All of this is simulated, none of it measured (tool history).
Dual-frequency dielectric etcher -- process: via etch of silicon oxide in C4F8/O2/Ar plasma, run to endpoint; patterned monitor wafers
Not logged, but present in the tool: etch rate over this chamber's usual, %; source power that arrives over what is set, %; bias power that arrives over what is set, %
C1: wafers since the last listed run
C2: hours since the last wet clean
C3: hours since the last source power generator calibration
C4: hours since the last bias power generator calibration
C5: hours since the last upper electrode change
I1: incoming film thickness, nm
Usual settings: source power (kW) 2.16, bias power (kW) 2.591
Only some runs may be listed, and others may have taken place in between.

run 1 day=0 | source_power_(kW)=2.16 bias_power_(kW)=2.238 | C1=0 C2=88.4 C3=3947.6 C4=741.2 C5=5867.6 | I1=1635.2 | endpoint_time_(s)=316.6
run 2 day=1.196 | source_power_(kW)=2.16 bias_power_(kW)=2.591 | C1=183 C2=117.1 C3=3976.3 C4=769.9 C5=5896.3 | I1=1637.3 | endpoint_time_(s)=303.9
run 3 day=2.338 | source_power_(kW)=2.16 bias_power_(kW)=2.591 | C1=174 C2=144.5 C3=4003.7 C4=797.3 C5=5923.7 | I1=1628.7 | endpoint_time_(s)=295.9
run 4 day=3.412 | source_power_(kW)=2.16 bias_power_(kW)=2.591 | C1=164 C2=170.3 C3=4029.5 C4=823.1 C5=5949.5 | I1=1635.5 | endpoint_time_(s)=298.1
run 5 day=4.396 | source_power_(kW)=2.16 bias_power_(kW)=2.591 | C1=150 C2=193.9 C3=4053.1 C4=846.7 C5=5973.1 | I1=1630.4 | endpoint_time_(s)=298
run 6 day=5.65 | source_power_(kW)=2.16 bias_power_(kW)=2.591 | C1=192 C2=224 C3=4083.2 C4=876.8 C5=6003.2 | I1=1632.2 | endpoint_time_(s)=296.8
run 7 day=6.762 | source_power_(kW)=2.16 bias_power_(kW)=2.591 | C1=170 C2=250.7 C3=4109.9 C4=903.5 C5=6029.9 | I1=1616 | endpoint_time_(s)=293.2
run 8 day=8.238 | source_power_(kW)=2.16 bias_power_(kW)=2.591 | C1=225 C2=286.1 C3=4145.3 C4=938.9 C5=6065.3 | I1=1633.3 | endpoint_time_(s)=298.1
run 9 day=9.471 | source_power_(kW)=2.16 bias_power_(kW)=2.591 | C1=188 C2=315.7 C3=4174.9 C4=968.5 C5=6094.9 | I1=1618 | endpoint_time_(s)=290.4
run 10 day=10.462 | source_power_(kW)=2.16 bias_power_(kW)=2.591 | C1=151 C2=339.5 C3=4198.7 C4=992.3 C5=6118.7 | I1=1634.2 | endpoint_time_(s)=294.1
run 11 day=11.529 | source_power_(kW)=2.16 bias_power_(kW)=2.591 | C1=163 C2=365.1 C3=4224.3 C4=1017.9 C5=6144.3 | I1=1623.5 | endpoint_time_(s)=290.4
-- day=13.1 wet clean of the chamber
run 12 day=13.121 | source_power_(kW)=2.16 bias_power_(kW)=2.591 | C1=90 C2=0.5 C3=4262.5 C4=1056.1 C5=6182.5 | I1=1619.8 | endpoint_time_(s)=296.6
run 13 day=13.479 | source_power_(kW)=2.16 bias_power_(kW)=2.591 | C1=54 C2=9.1 C3=4271.1 C4=1064.7 C5=6191.1 | I1=1634.9 | endpoint_time_(s)=301.7
run 14 day=14.458 | source_power_(kW)=2.16 bias_power_(kW)=2.591 | C1=150 C2=32.6 C3=4294.6 C4=1088.2 C5=6214.6 | I1=1633.1 | endpoint_time_(s)=300.6
run 15 day=15.338 | source_power_(kW)=2.59 bias_power_(kW)=2.079 | C1=134 C2=53.7 C3=4315.7 C4=1109.3 C5=6235.7 | I1=1629.2 | endpoint_time_(s)=290.2
run 16 day=16.075 | source_power_(kW)=2 bias_power_(kW)=2.204 | C1=112 C2=71.4 C3=4333.4 C4=1127 C5=6253.4 | I1=1635.6 | endpoint_time_(s)=334.8
-- day=16.371 source power generator calibrated
run 17 day=17.196 | source_power_(kW)=2.44 bias_power_(kW)=2.979 | C1=146 C2=98.3 C3=19.8 C4=1153.9 C5=6280.3 | I1=1633.6 | endpoint_time_(s)=265
run 18 day=17.9 | source_power_(kW)=2.16 bias_power_(kW)=2.591 | C1=107 C2=115.2 C3=36.7 C4=1170.8 C5=6297.2 | I1=1620.1 | endpoint_time_(s)=297.1
run 19 day=18.575 | source_power_(kW)=2.16 bias_power_(kW)=2.591 | C1=103 C2=131.4 C3=52.9 C4=1187 C5=6313.4 | I1=1629.9 | endpoint_time_(s)=292.6
run 20 day=19.5 | source_power_(kW)=2.16 bias_power_(kW)=2.925 | C1=141 C2=153.6 C3=75.1 C4=1209.2 C5=6335.6 | I1=1636 | endpoint_time_(s)=285.6
run 21 day=21.142 | source_power_(kW)=2.57 bias_power_(kW)=2.177 | C1=251 C2=193 C3=114.5 C4=1248.6 C5=6375 | I1=1630.8 | endpoint_time_(s)=283.7
run 22 day=22.4 | source_power_(kW)=2.16 bias_power_(kW)=2.349 | C1=192 C2=223.2 C3=144.7 C4=1278.8 C5=6405.2 | I1=1635.1 | endpoint_time_(s)=307.8
run 23 day=23.396 | source_power_(kW)=2.51 bias_power_(kW)=2.754 | C1=152 C2=247.1 C3=168.6 C4=1302.7 C5=6429.1 | I1=1640.1 | endpoint_time_(s)=267.8
-- day=24.608 upper electrode replaced
run 24 day=24.629 | source_power_(kW)=1.78 bias_power_(kW)=3.188 | C1=35 C2=276.7 C3=198.2 C4=1332.3 C5=0.5 | I1=1613.5 | endpoint_time_(s)=310.4
run 25 day=25.662 | source_power_(kW)=2.51 bias_power_(kW)=1.99 | C1=158 C2=301.5 C3=223 C4=1357.1 C5=25.3 | I1=1625.8 | endpoint_time_(s)=289.5
run 26 day=26.408 | source_power_(kW)=2.33 bias_power_(kW)=2.263 | C1=114 C2=319.4 C3=240.9 C4=1375 C5=43.2 | I1=1601.9 | endpoint_time_(s)=289.5
-- day=30.442 bias power generator calibrated
-- day=30.617 wet clean of the chamber
run 27 day=30.638 | source_power_(kW)=2.16 bias_power_(kW)=2.591 | C1=595 C2=0.5 C3=342.4 C4=4.7 C5=144.7 | I1=1619.4 | endpoint_time_(s)=300.1
run 28 day=30.817 | source_power_(kW)=2.16 bias_power_(kW)=3.024 | C1=27 C2=4.8 C3=346.7 C4=9 C5=149 | I1=1626.3 | endpoint_time_(s)=282.9
run 29 day=31.879 | source_power_(kW)=2.45 bias_power_(kW)=2.889 | C1=162 C2=30.3 C3=372.2 C4=34.5 C5=174.5 | I1=1637.9 | endpoint_time_(s)=267.3
run 30 day=32.404 | source_power_(kW)=2.16 bias_power_(kW)=2.591 | C1=80 C2=42.9 C3=384.8 C4=47.1 C5=187.1 | I1=1625.9 | endpoint_time_(s)=297.5
run 31 day=33.392 | source_power_(kW)=2.4 bias_power_(kW)=2.069 | C1=151 C2=66.6 C3=408.5 C4=70.8 C5=210.8 | I1=1622.4 | endpoint_time_(s)=297.2
run 32 day=34.712 | source_power_(kW)=2.16 bias_power_(kW)=3.089 | C1=202 C2=98.3 C3=440.2 C4=102.5 C5=242.5 | I1=1630.9 | endpoint_time_(s)=280.7
run 33 day=35.229 | source_power_(kW)=1.7 bias_power_(kW)=1.952 | C1=79 C2=110.7 C3=452.6 C4=114.9 C5=254.9 | I1=1648 | endpoint_time_(s)=391.9
run 34 day=36.533 | source_power_(kW)=2 bias_power_(kW)=2.591 | C1=199 C2=142 C3=483.9 C4=146.2 C5=286.2 | I1=1606.3 | endpoint_time_(s)=309
run 35 day=39.754 | source_power_(kW)=2.68 bias_power_(kW)=2.833 | C1=493 C2=219.3 C3=561.2 C4=223.5 C5=363.5 | I1=1634.9 | endpoint_time_(s)=252.9

Take each entry between the runs: how does the hidden state at the last listed run before it differ from the hidden state at the first listed run after it?
After run 11, before run 12: wet clean of the chamber (day 13.1)
  etch rate over this chamber's usual, %: 3.1 -> 0.039
  measured less the result without the state, endpoint time (s): -9 -> -0.1
After run 16, before run 17: source power generator calibrated (day 16.371)
  etch rate over this chamber's usual, %: 0.64 -> 0.868
  measured less the result without the state, endpoint time (s): -2.1 -> -2.3
After run 23, before run 24: upper electrode replaced (day 24.608)
  etch rate over this chamber's usual, %: 2.13 -> 2.38
  measured less the result without the state, endpoint time (s): -5.7 -> -7.4
After run 26, before run 27: bias power generator calibrated (day 30.442); wet clean of the chamber (day 30.617)
  etch rate over this chamber's usual, %: 2.74 -> 0.519
  measured less the result without the state, endpoint time (s): -7.9 -> -1.6
